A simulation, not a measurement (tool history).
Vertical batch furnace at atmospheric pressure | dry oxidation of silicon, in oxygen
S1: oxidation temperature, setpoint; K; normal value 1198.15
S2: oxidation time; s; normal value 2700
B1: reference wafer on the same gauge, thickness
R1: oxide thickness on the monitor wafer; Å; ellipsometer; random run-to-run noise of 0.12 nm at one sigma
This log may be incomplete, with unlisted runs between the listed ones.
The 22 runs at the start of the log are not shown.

| run | hour | S1 | S2 | B1 | R1 |
|---|---|---|---|---|---|
| 23 | 1563.2 | 1205.15 | 1410 | 22.40 | 155.2 |
| 24 | 1644.2 | 1187.15 | 3360 | 22.40 | 218.0 |
|  | 1722.9 | thermocouples replaced and temperature profile calibrated |
| 25 | 1735.1 | 1205.15 | 2700 | 22.41 | 221.7 |
| 26 | 1817.3 | 1217.15 | 3510 | 22.39 | 291.4 |
|  | 1827.1 | gauge calibrated |
| 27 | 1916.8 | 1198.15 | 1410 | 22.40 | 146.4 |
| 28 | 2054.3 | 1198.15 | 2700 | 22.40 | 209.4 |
| 29 | 2099.6 | 1177.15 | 2700 | 22.36 | 174.2 |
| 30 | 2138.6 | 1198.15 | 2700 | 22.41 | 209.1 |
|  | 2172.1 | boat lift adjusted |
| 31 | 2202.9 | 1214.15 | 3660 | 22.40 | 300.0 |
| 32 | 2275.9 | 1198.15 | 2700 | 22.40 | 213.3 |
| 33 | 2343.0 | 1221.15 | 2700 | 22.40 | 263.8 |
| 34 | 2422.2 | 1210.15 | 1500 | 22.38 | 170.9 |
| 35 | 2509.9 | 1186.15 | 1980 | 22.40 | 162.9 |
| 36 | 2590.9 | 1198.15 | 3270 | 22.40 | 239.5 |
| 37 | 2631.8 | 1191.15 | 1500 | 22.39 | 146.1 |
| 38 | 2719.9 | 1208.15 | 3870 | 22.36 | 290.3 |

Predict each of these 3 candidate next runs independently; none follows another, all start after run 38:
| A | 2724.7 | 1198.15 | 2280 | ? | ? |
| B | 2724.7 | 1210.15 | 1800 | ? | ? |
| C | 2724.7 | 1207.15 | 1350 | ? | ? |

| run | B1 | R1 |
|---|---|---|
| A | 22.41 | 195.4 |
| B | 22.41 | 189.0 |
| C | 22.41 | 157.1 |
Had the tool no hidden state, the same runs would have come out as:
| run | R1 |
|---|---|
| A | 196.4 |
| B | 190.0 |
| C | 157.9 |

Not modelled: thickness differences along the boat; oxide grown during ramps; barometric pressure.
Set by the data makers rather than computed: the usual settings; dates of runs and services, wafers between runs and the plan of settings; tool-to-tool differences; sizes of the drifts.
